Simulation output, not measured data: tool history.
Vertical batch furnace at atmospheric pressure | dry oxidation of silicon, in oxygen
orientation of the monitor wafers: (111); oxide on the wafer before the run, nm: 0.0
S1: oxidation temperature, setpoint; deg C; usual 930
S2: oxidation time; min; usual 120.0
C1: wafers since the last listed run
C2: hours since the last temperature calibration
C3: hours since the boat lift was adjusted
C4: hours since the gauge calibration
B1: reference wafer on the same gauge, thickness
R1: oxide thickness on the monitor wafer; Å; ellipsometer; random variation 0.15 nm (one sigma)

run   hour   S1     S2   C1      C2      C3     C4     B1     R1
  1    0.0  930  120.0    0  3000.1  1846.4  498.2  58.16  620.3
  2   22.9  930  120.0  245  3023.0  1869.3  521.1  58.23  619.5
  3   35.7  930  120.0  137  3035.8  1882.1  533.9  58.20  622.6
  4   63.6  930  120.0  298  3063.7  1910.0  561.8  58.23  618.1
  5   84.9  930  120.0  228  3085.0  1931.3  583.1  58.22  619.6
  6  103.1  930  120.0  194  3103.2  1949.5  601.3  58.17  620.0
  7  132.5  930  120.0  314  3132.6  1978.9  630.7  58.23  619.8
  8  148.0  930  160.5  166  3148.1  1994.4  646.2  58.24  756.0
  9  164.7  930  160.5  178  3164.8  2011.1  662.9  58.15  758.1
 10  188.2  930  160.5  251  3188.3  2034.6  686.4  58.15  756.7
 11  205.9  930  120.0  189  3206.0  2052.3  704.1  58.21  617.3
 12  229.9  930  120.0  257  3230.0  2076.3  728.1  58.27  620.5
 13  259.8  922  136.5  320  3259.9  2106.2  758.0  58.21  625.7
 14  291.4  955  175.5  338  3291.5  2137.8  789.6  58.24  982.9
     305.0  -- gauge calibrated
 15  321.9  930   62.0  326  3322.0  2168.3   16.9  58.17  390.8
 16  349.6  907  167.0  296  3349.7  2196.0   44.6  58.18  616.9
     390.5  -- boat lift adjusted
 17  391.0  916   61.0  186  3391.1     0.5   86.0  58.21  351.8
 18  405.4  913  135.0  154  3405.5    14.9  100.4  58.20  591.4
 19  455.4  923  100.5  535  3455.5    64.9  150.4  58.16  531.5
 20  487.8  951  139.0  347  3487.9    97.3  182.8  58.17  842.8
     527.9  -- thermocouples replaced and temperature profile calibrated
 21  528.4  908   88.5  177     0.5   137.9  223.4  58.16  418.9
 22  542.2  908   90.5  147    14.3   151.7  237.2  58.16  425.7
 23  568.7  930  120.0  283    40.8   178.2  263.7  58.22  638.9
 24  599.8  916   83.5  333    71.9   209.3  294.8  58.17  434.7
 25  629.9  930  120.0  322   102.0   239.4  324.9  58.19  638.6
 26  649.7  939  157.5  212   121.8   259.2  344.7  58.19  830.6
 27  669.3  930  120.0  209   141.4   278.8  364.3  58.18  637.9

The same runs without the tool's hidden state, with the same run-to-run variation:
The hidden state here: true tube temperature minus thermocouple reading, K; monitor wafer colder than the profiled boat position, K; gauge reads high (%).
run      R1
  1   641.8
  2   641.3
  3   644.6
  4   640.2
  5   642.1
  6   642.6
  7   642.8
  8   783.7
  9   786.1
 10   785.0
 11   641.0
 12   644.6
 13   652.2
 14  1016.1
 15   406.9
 16   645.1
 17   352.3
 18   592.3
 19   532.8
 20   844.9
 21   420.5
 22   427.4
 23   641.5
 24   436.9
 25   641.8
 26   834.7
 27   641.6
